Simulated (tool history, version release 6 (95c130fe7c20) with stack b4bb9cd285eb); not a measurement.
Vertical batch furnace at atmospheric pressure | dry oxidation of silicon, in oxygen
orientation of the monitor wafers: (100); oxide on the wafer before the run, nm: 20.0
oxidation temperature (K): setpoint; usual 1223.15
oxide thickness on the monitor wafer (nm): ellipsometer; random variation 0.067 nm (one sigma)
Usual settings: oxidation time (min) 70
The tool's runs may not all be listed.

run,hour,oxidation temperature (K),oxidation time (min),wafers since the last listed run,hours since the last temperature calibration,hours since the boat lift was adjusted,hours since the gauge calibration,"read-back reference wafer on the same gauge, thickness",oxide thickness on the monitor wafer (nm)
1,0,1223.15,70,0,2184.6,3731,80.9,53.27,44.52
2,8.3,1223.15,70,136,2192.9,3739.3,89.2,53.24,44.57
3,16.7,1241.15,70,138,2201.3,3747.7,97.6,53.21,49.46
4,26.5,1241.15,70,161,2211.1,3757.5,107.4,53.17,49.41
5,45.8,1241.15,70,318,2230.4,3776.8,126.7,53.08,49.38
# hour 51.9: gauge calibrated
# hour 75.7: thermocouples replaced and temperature profile calibrated
6,76.2,1208.15,87.5,105,0.5,3807.2,24.3,53.38,44.86
7,81,1208.15,87.5,79,5.3,3812,29.1,53.38,44.98
8,94.3,1223.15,70,219,18.6,3825.3,42.4,53.37,44.68
9,109.7,1223.15,54.5,253,34,3840.7,57.8,53.3,39.74

Forecast run 10:
10,116.8,1235.15,50.5,117,41.1,3847.8,64.9,?,?

read-back reference wafer on the same gauge, thickness: 53.29
oxide thickness on the monitor wafer (nm): 41.01
Without the tool's hidden state the same run would have given oxide thickness on the monitor wafer (nm) 41.08.
